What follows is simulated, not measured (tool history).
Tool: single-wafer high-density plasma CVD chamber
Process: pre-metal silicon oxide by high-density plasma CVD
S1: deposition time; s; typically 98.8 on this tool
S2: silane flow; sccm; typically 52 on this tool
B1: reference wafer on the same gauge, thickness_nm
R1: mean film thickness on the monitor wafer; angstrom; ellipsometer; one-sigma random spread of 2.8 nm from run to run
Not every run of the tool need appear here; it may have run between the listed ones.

Run 1, hour 0.0: usual settings but S1 103.3 s; B1 653.848. Result: R1 5703.57 angstrom.
Run 2, hour 44.4: usual settings but S1 103.3 s; B1 653.953. Result: R1 5682.47 angstrom.
Run 3, hour 141.6: usual settings but S2 44 sccm; B1 653.217. Result: R1 4594.93 angstrom.
Run 4, hour 231.4: usual settings but S2 44 sccm; B1 653.993. Result: R1 4622.95 angstrom.
Run 5, hour 323.2: usual settings but S2 44 sccm; B1 653.789. Result: R1 4632.42 angstrom.
Run 6, hour 413.6: usual settings; B1 653.811. Result: R1 5466.24 angstrom.
Run 7, hour 471.9: usual settings; B1 653.584. Result: R1 5413.21 angstrom.
Run 8, hour 678.1: usual settings; B1 653.454. Result: R1 5425.21 angstrom.
Run 9, hour 729.0: usual settings; B1 653.946. Result: R1 5405.76 angstrom.
Run 10, hour 792.1: usual settings; B1 653.920. Result: R1 5408.36 angstrom.
Run 11, hour 841.7: usual settings; B1 653.288. Result: R1 5395.78 angstrom.
Run 12, hour 940.9: usual settings; B1 654.584. Result: R1 5374.67 angstrom.
Run 13, hour 984.3: usual settings; B1 655.092. Result: R1 5370.34 angstrom.
Run 14, hour 1045.8: usual settings; B1 653.428. Result: R1 5328.15 angstrom.
Run 15, hour 1103.5: usual settings but S1 92.2 s; B1 654.182. Result: R1 5016.30 angstrom.
Run 16, hour 1145.3: usual settings; B1 654.473. Result: R1 5325.75 angstrom.
Run 17, hour 1208.6: usual settings; B1 654.438. Result: R1 5380.96 angstrom.
Run 18, hour 1263.0: usual settings but S1 112.6 s; B1 654.593. Result: R1 6146.18 angstrom.
Run 19, hour 1299.6: usual settings but S1 89.0 s, S2 62 sccm; B1 655.054. Result: R1 5777.54 angstrom.
Run 20, hour 1393.7: usual settings but S1 83.5 s, S2 59 sccm; B1 653.036. Result: R1 5164.88 angstrom.
At hour 1444.5: gauge calibrated.
Run 21, hour 1488.0: usual settings but S2 60 sccm; B1 654.094. Result: R1 6155.49 angstrom.
Run 22, hour 1562.9: usual settings but S1 105.0 s, S2 60 sccm; B1 654.690. Result: R1 6549.94 angstrom.
Run 23, hour 1608.4: usual settings; B1 653.242. Result: R1 5367.62 angstrom.
Run 24, hour 1699.9: usual settings but S1 109.7 s; B1 653.575. Result: R1 5913.56 angstrom.
Run 25, hour 1803.8: usual settings but S1 114.5 s, S2 45 sccm; B1 653.938. Result: R1 5338.02 angstrom.
Run 26, hour 1881.9: usual settings but S1 109.8 s, S2 59 sccm; B1 653.813. Result: R1 6741.04 angstrom.
Run 27, hour 1920.8: usual settings but S1 83.8 s, S2 61 sccm; B1 654.359. Result: R1 5312.88 angstrom.
Run 28, hour 1960.4: usual settings but S1 89.0 s, S2 62 sccm; B1 654.621. Result: R1 5668.30 angstrom.
Run 29, hour 2041.6: usual settings but S1 111.4 s, S2 44 sccm; B1 654.223. Result: R1 5034.93 angstrom.
At hour 2064.7: silane flow controller replaced.
Run 30, hour 2100.7: usual settings but S1 87.1 s, S2 58 sccm; B1 654.114. Result: R1 5534.80 angstrom.
Run 31, hour 2201.0: usual settings but S1 93.8 s, S2 61 sccm; B1 653.849. Result: R1 6263.62 angstrom.
Run 32, hour 2294.5: usual settings but S1 80.7 s, S2 46 sccm; B1 654.395. Result: R1 4000.45 angstrom.
Run 33, hour 2344.0: usual settings but S1 86.3 s; B1 654.561. Result: R1 4866.66 angstrom.
Run 34, hour 2396.4: usual settings but S1 89.0 s, S2 62 sccm; B1 652.841. Result: R1 5938.41 angstrom.
Run 35, hour 2444.3: usual settings; B1 653.033. Result: R1 5614.91 angstrom.
Run 36, hour 2515.8: usual settings but S1 104.3 s, S2 59 sccm; B1 654.381. Result: R1 6700.80 angstrom.
Run 37, hour 2589.0: usual settings; B1 654.235. Result: R1 5560.66 angstrom.

Run by run, hidden condition taken away, random variation retained:
The tool's hidden condition here consists of: delivered silane flow above the setpoint (%); gauge reads high (%).
run       R1
  1  5857.40
  2  5839.27
  3  4728.01
  4  4762.69
  5  4778.46
  6  5645.57
  7  5595.28
  8  5623.63
  9  5607.40
 10  5614.98
 11  5605.76
 12  5591.50
 13  5590.35
 14  5551.16
 15  5230.44
 16  5556.32
 17  5618.85
 18  6422.76
 19  6040.60
 20  5407.12
 21  6452.67
 22  6873.35
 23  5636.23
 24  6217.43
 25  5620.48
 26  7105.51
 27  5603.19
 28  5981.36
 29  5319.07
 30  5517.35
 31  6252.19
 32  3998.11
 33  4867.02
 34  5942.99
 35  5622.83
 36  6716.65
 37  5579.26
